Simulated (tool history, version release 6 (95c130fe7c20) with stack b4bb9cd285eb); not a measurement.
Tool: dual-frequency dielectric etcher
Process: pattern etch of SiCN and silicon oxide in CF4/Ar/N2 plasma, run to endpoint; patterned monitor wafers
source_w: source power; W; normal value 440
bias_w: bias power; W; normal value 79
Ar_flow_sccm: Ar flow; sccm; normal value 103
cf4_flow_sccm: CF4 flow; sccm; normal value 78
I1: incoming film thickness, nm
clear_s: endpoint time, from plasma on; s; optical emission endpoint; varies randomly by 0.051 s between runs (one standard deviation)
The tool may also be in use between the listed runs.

run 1 hour=0.0 | source_w=440 bias_w=79 Ar_flow_sccm=103 cf4_flow_sccm=78 | I1=9.86 | clear_s=10.6
run 2 hour=51.1 | source_w=440 bias_w=79 Ar_flow_sccm=103 cf4_flow_sccm=78 | I1=9.83 | clear_s=10.6
run 3 hour=96.1 | source_w=440 bias_w=79 Ar_flow_sccm=103 cf4_flow_sccm=78 | I1=9.84 | clear_s=10.7
run 4 hour=126.7 | source_w=440 bias_w=79 Ar_flow_sccm=103 cf4_flow_sccm=78 | I1=9.79 | clear_s=10.4
run 5 hour=153.7 | source_w=440 bias_w=79 Ar_flow_sccm=103 cf4_flow_sccm=78 | I1=9.71 | clear_s=10.4
run 6 hour=201.6 | source_w=440 bias_w=79 Ar_flow_sccm=103 cf4_flow_sccm=78 | I1=9.84 | clear_s=10.5
run 7 hour=237.3 | source_w=440 bias_w=79 Ar_flow_sccm=103 cf4_flow_sccm=78 | I1=9.81 | clear_s=10.4
-- hour=276.1 wet clean of the chamber
run 8 hour=300.4 | source_w=440 bias_w=79 Ar_flow_sccm=103 cf4_flow_sccm=78 | I1=9.81 | clear_s=10.9
run 9 hour=371.3 | source_w=440 bias_w=79 Ar_flow_sccm=93 cf4_flow_sccm=78 | I1=9.72 | clear_s=10.5
run 10 hour=397.7 | source_w=440 bias_w=79 Ar_flow_sccm=103 cf4_flow_sccm=78 | I1=9.77 | clear_s=10.7
-- hour=413.6 bias power generator calibrated
-- hour=432.8 source power generator calibrated
-- hour=444.9 CF4 flow controller replaced
run 11 hour=445.4 | source_w=360 bias_w=79 Ar_flow_sccm=103 cf4_flow_sccm=78 | I1=9.72 | clear_s=13.6
run 12 hour=482.9 | source_w=520 bias_w=95 Ar_flow_sccm=103 cf4_flow_sccm=78 | I1=9.66 | clear_s=8.0
run 13 hour=525.3 | source_w=440 bias_w=62 Ar_flow_sccm=103 cf4_flow_sccm=87 | I1=9.81 | clear_s=12.0
run 14 hour=554.1 | source_w=440 bias_w=79 Ar_flow_sccm=103 cf4_flow_sccm=78 | I1=9.79 | clear_s=10.5
run 15 hour=578.4 | source_w=530 bias_w=69 Ar_flow_sccm=103 cf4_flow_sccm=78 | I1=9.83 | clear_s=9.3
run 16 hour=611.3 | source_w=530 bias_w=94 Ar_flow_sccm=93 cf4_flow_sccm=84 | I1=9.83 | clear_s=7.7
-- hour=681.0 upper electrode replaced
run 17 hour=681.5 | source_w=440 bias_w=79 Ar_flow_sccm=103 cf4_flow_sccm=78 | I1=9.85 | clear_s=10.5
-- hour=700.9 Ar flow controller replaced
run 18 hour=726.2 | source_w=440 bias_w=79 Ar_flow_sccm=103 cf4_flow_sccm=78 | I1=9.80 | clear_s=10.5
-- hour=775.7 wet clean of the chamber
run 19 hour=776.2 | source_w=520 bias_w=69 Ar_flow_sccm=83 cf4_flow_sccm=78 | I1=9.74 | clear_s=9.3
run 20 hour=813.2 | source_w=440 bias_w=79 Ar_flow_sccm=103 cf4_flow_sccm=78 | I1=9.74 | clear_s=10.7
run 21 hour=876.7 | source_w=390 bias_w=85 Ar_flow_sccm=113 cf4_flow_sccm=91 | I1=9.68 | clear_s=11.7
run 22 hour=933.5 | source_w=440 bias_w=68 Ar_flow_sccm=82 cf4_flow_sccm=96 | I1=9.71 | clear_s=10.7
run 23 hour=973.2 | source_w=410 bias_w=98 Ar_flow_sccm=113 cf4_flow_sccm=65 | I1=9.82 | clear_s=10.7

5 options for the next run, each taken on its own from the tool as it stands now. Forecast them:
run A hour=973.6 | source_w=510 bias_w=79 Ar_flow_sccm=103 cf4_flow_sccm=78 | I1=9.77 | clear_s=?
run B hour=973.6 | source_w=360 bias_w=70 Ar_flow_sccm=122 cf4_flow_sccm=78 | I1=9.77 | clear_s=?
run C hour=973.6 | source_w=440 bias_w=61 Ar_flow_sccm=103 cf4_flow_sccm=78 | I1=9.77 | clear_s=?
run D hour=973.6 | source_w=440 bias_w=61 Ar_flow_sccm=79 cf4_flow_sccm=78 | I1=9.77 | clear_s=?
run E hour=973.6 | source_w=440 bias_w=90 Ar_flow_sccm=88 cf4_flow_sccm=78 | I1=9.77 | clear_s=?

run=A clear_s=9.1
run=B clear_s=15.0
run=C clear_s=12.4
run=D clear_s=11.8
run=E clear_s=9.8
Had the tool no hidden state, the same runs would have come out as:
run=A clear_s=9.3
run=B clear_s=15.3
run=C clear_s=12.7
run=D clear_s=12.0
run=E clear_s=10.0
